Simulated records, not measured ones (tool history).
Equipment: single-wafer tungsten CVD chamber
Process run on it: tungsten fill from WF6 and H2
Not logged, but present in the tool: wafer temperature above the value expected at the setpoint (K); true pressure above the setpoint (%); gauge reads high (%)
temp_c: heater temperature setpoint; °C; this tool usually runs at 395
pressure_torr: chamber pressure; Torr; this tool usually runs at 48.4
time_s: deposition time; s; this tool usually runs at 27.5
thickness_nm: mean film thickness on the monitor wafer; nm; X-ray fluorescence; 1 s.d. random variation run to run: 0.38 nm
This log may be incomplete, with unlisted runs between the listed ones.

| run | hour | temp_c | pressure_torr | time_s | wafers since the last listed run | hours since the last thermocouple change | hours since the last manometer calibration | hours since the showerhead was replaced | hours since the gauge calibration | read-back reference wafer on the same gauge, thickness_nm | thickness_nm |
|---|---|---|---|---|---|---|---|---|---|---|---|
| 1 | 0 | 399 | 48.4 | 27.5 | 0 | 1183.8 | 1230.7 | 4934.9 | 364.6 | 110.143 | 99.894 |
| 2 | 210.9 | 395 | 48.4 | 27.5 | 4205 | 1394.7 | 1441.6 | 5145.8 | 575.5 | 110.257 | 93.213 |
| 3 | 246.4 | 395 | 48.4 | 27.5 | 707 | 1430.2 | 1477.1 | 5181.3 | 611 | 110.168 | 92.963 |
| 4 | 315 | 395 | 48.4 | 27.5 | 1367 | 1498.8 | 1545.7 | 5249.9 | 679.6 | 110.164 | 93.281 |
|  | 336.8 | gauge calibrated |
|  | 383.1 | capacitance manometer re-zeroed and calibrated |
| 5 | 383.7 | 395 | 48.4 | 27.5 | 1210 | 1567.5 | 0.6 | 5318.6 | 46.9 | 110.14 | 93.646 |
| 6 | 418.8 | 395 | 48.4 | 27.5 | 699 | 1602.6 | 35.7 | 5353.7 | 82 | 110.116 | 92.494 |
|  | 454.1 | showerhead replaced |
| 7 | 482.1 | 395 | 48.4 | 27.5 | 1102 | 1665.9 | 99 | 28 | 145.3 | 110.223 | 92.891 |
| 8 | 526.5 | 395 | 48.4 | 27.5 | 885 | 1710.3 | 143.4 | 72.4 | 189.7 | 110.347 | 92.991 |
| 9 | 567 | 395 | 48.4 | 27.5 | 807 | 1750.8 | 183.9 | 112.9 | 230.2 | 110.372 | 92.535 |
| 10 | 595.1 | 395 | 48.4 | 27.5 | 560 | 1778.9 | 212 | 141 | 258.3 | 110.24 | 93.363 |
|  | 632.9 | thermocouple changed; heater temperature recalibrated |
| 11 | 677.4 | 386 | 55.2 | 30.6 | 1481 | 44.5 | 294.3 | 223.3 | 340.6 | 110.328 | 90.971 |
| 12 | 707.5 | 395 | 37.1 | 27.5 | 600 | 74.6 | 324.4 | 253.4 | 370.7 | 110.147 | 86.778 |
| 13 | 741.6 | 404 | 41 | 30.2 | 679 | 108.7 | 358.5 | 287.5 | 404.8 | 110.275 | 115.181 |
| 14 | 795.3 | 389 | 48.4 | 27.5 | 1070 | 162.4 | 412.2 | 341.2 | 458.5 | 110.059 | 83.242 |
| 15 | 841.8 | 387 | 48.4 | 32.7 | 927 | 208.9 | 458.7 | 387.7 | 505 | 110.166 | 95.399 |
| 16 | 875.3 | 395 | 48.4 | 27.5 | 668 | 242.4 | 492.2 | 421.2 | 538.5 | 110.16 | 93.405 |
|  | 877.4 | gauge calibrated |
| 17 | 900.8 | 404 | 59.2 | 27.5 | 508 | 267.9 | 517.7 | 446.7 | 23.4 | 110.303 | 114.905 |
| 18 | 959.9 | 395 | 48.4 | 27.5 | 1178 | 327 | 576.8 | 505.8 | 82.5 | 110.195 | 92.963 |

5 ways to go on from here, each from the tool as it stands after run 18. What would each give?
| A | 960.3 | 395 | 48.4 | 27.5 | 7 | 327.4 | 577.2 | 506.2 | 82.9 | ? | ? |
| B | 960.3 | 387 | 58.1 | 25 | 7 | 327.4 | 577.2 | 506.2 | 82.9 | ? | ? |
| C | 960.3 | 387 | 42.3 | 27.5 | 7 | 327.4 | 577.2 | 506.2 | 82.9 | ? | ? |
| D | 960.3 | 395 | 40.8 | 27.5 | 7 | 327.4 | 577.2 | 506.2 | 82.9 | ? | ? |
| E | 960.3 | 401 | 48.4 | 27.5 | 7 | 327.4 | 577.2 | 506.2 | 82.9 | ? | ? |

| run | read-back reference wafer on the same gauge, thickness_nm | thickness_nm |
|---|---|---|
| A | 110.141 | 93.481 |
| B | 110.141 | 77.034 |
| C | 110.141 | 78.041 |
| D | 110.141 | 89.567 |
| E | 110.141 | 103.971 |
The same runs, with their run-to-run variation unchanged, on a tool lacking any hidden condition would have given:
| run | thickness_nm |
|---|---|
| A | 93.481 |
| B | 77.034 |
| C | 78.041 |
| D | 89.567 |
| E | 103.971 |

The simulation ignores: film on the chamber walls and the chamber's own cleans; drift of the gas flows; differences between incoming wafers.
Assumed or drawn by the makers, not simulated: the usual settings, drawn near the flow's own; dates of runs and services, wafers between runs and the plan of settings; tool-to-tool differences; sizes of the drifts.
